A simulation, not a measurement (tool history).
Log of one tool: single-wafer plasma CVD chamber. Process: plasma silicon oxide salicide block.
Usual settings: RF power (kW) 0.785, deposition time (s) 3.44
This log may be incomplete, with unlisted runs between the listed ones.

| run | hour | RF power (kW) | deposition time (s) | read-back reference wafer on the same gauge, thickness_nm | mean film thickness on the monitor wafer (angstrom) |
|---|---|---|---|---|---|
| 1 | 0.0 | 0.785 | 3.44 | 30.673 | 367.19 |
| 2 | 27.6 | 0.785 | 3.44 | 30.723 | 364.11 |
| 3 | 59.1 | 0.785 | 3.44 | 30.715 | 365.33 |
| 4 | 84.5 | 0.785 | 3.44 | 30.703 | 366.02 |
| 5 | 137.4 | 0.825 | 3.29 | 30.687 | 356.85 |
| 6 | 176.0 | 0.825 | 3.29 | 30.684 | 356.51 |
| 7 | 204.7 | 0.785 | 3.79 | 30.695 | 405.23 |
| 8 | 238.9 | 0.785 | 3.84 | 30.682 | 407.39 |
| 9 | 280.0 | 0.785 | 3.84 | 30.725 | 404.87 |
| 10 | 328.5 | 0.785 | 3.84 | 30.658 | 406.05 |
| 11 | 390.6 | 0.785 | 3.44 | 30.710 | 363.38 |
| 12 | 439.6 | 0.785 | 3.44 | 30.660 | 363.19 |
| 13 | 500.2 | 0.825 | 3.84 | 30.702 | 413.55 |
| 14 | 531.0 | 0.910 | 2.84 | 30.721 | 319.28 |
| 15 | 560.1 | 0.785 | 2.90 | 30.677 | 305.29 |
| 16 | 617.5 | 0.740 | 3.62 | 30.683 | 371.42 |
| 17 | 668.8 | 0.785 | 3.44 | 30.703 | 364.79 |
|  | 723.1 | showerhead replaced |
| 18 | 723.6 | 0.830 | 3.15 | 30.725 | 337.97 |
|  | 759.7 | RF generator calibrated |
| 19 | 763.8 | 0.630 | 4.04 | 30.701 | 394.86 |
|  | 772.4 | gauge calibrated |
| 20 | 831.9 | 0.900 | 3.23 | 30.692 | 371.77 |
| 21 | 872.0 | 0.785 | 3.44 | 30.670 | 372.70 |
| 22 | 904.6 | 0.785 | 3.81 | 30.650 | 413.65 |
| 23 | 934.8 | 0.650 | 2.75 | 30.711 | 273.05 |
| 24 | 995.3 | 0.785 | 3.44 | 30.716 | 373.93 |

Hidden state, per run?
gauge reads high (%): 0 at every run
H1: delivered RF power above the setpoint (%)
| run | H1 |
|---|---|
| 1 | -5.16 |
| 2 | -5.26 |
| 3 | -5.38 |
| 4 | -5.48 |
| 5 | -5.68 |
| 6 | -5.82 |
| 7 | -5.93 |
| 8 | -6.06 |
| 9 | -6.22 |
| 10 | -6.4 |
| 11 | -6.64 |
| 12 | -6.82 |
| 13 | -7.05 |
| 14 | -7.17 |
| 15 | -7.28 |
| 16 | -7.5 |
| 17 | -7.69 |
| 18 | -7.9 |
| 19 | -0.537 |
| 20 | -0.795 |
| 21 | -0.947 |
| 22 | -1.07 |
| 23 | -1.19 |
| 24 | -1.41 |
